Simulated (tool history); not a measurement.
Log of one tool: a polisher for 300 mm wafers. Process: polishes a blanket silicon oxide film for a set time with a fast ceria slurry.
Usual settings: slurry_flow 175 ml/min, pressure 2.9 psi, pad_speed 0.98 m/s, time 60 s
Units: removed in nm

run,hour,slurry_flow,pressure,pad_speed,time,wafers since the last listed run,wafers polished on this pad,hours since the slurry nozzle was cleaned,hours since the head pressure was calibrated,"incoming thickness of the incoming film, nm",removed
1,0.0,175,2.9,0.98,60,0,651,273.0,128.9,2776.3,1072.7
# hour 48.4: worn pad replaced by a new one
2,73.2,175,2.9,0.98,60,804,288,346.2,202.1,2731.7,1081.7
3,86.0,175,2.9,0.98,60,148,437,359.0,214.9,2765.9,1073.2
4,98.2,175,2.9,0.98,60,141,578,371.2,227.1,2764.1,1058.7
5,112.7,175,2.9,0.86,60,168,747,385.7,241.6,2781.3,955.1
6,130.7,175,2.9,0.98,60,209,956,403.7,259.6,2751.6,1063.9
# hour 142.0: worn pad replaced by a new one
7,153.7,175,2.9,0.98,60,220,136,426.7,282.6,2766.4,1073.5
8,182.2,175,2.9,0.98,60,331,467,455.2,311.1,2724.1,1061.5
# hour 191.3: head pressure recalibrated
9,207.5,175,2.9,1.14,65,270,738,480.5,16.2,2781.6,1312.2
# hour 224.2: slurry nozzle cleaned
# hour 232.3: worn pad replaced by a new one
10,234.0,175,2.9,1.28,76,250,19,9.8,42.7,2757.6,1723.1
11,313.4,175,2.9,0.98,60,923,943,89.2,122.1,2772.1,1090.7
# hour 318.9: worn pad replaced by a new one
12,343.6,220,2.9,0.70,39,304,286,119.4,152.3,2787.2,533.9
13,376.7,175,2.9,0.98,60,384,671,152.5,185.4,2807.3,1064.7
14,396.4,205,2.6,1.14,44,229,900,172.2,205.1,2739.7,849.0

The next listed run, before its measurement:
# hour 419.4: worn pad replaced by a new one
15,422.1,155,3.2,0.98,60,252,31,197.9,230.8,2752.4,?

Run 15 gave removed 1112.9 nm.
Without the tool's hidden state the same run would have given removed 1112.9 nm.
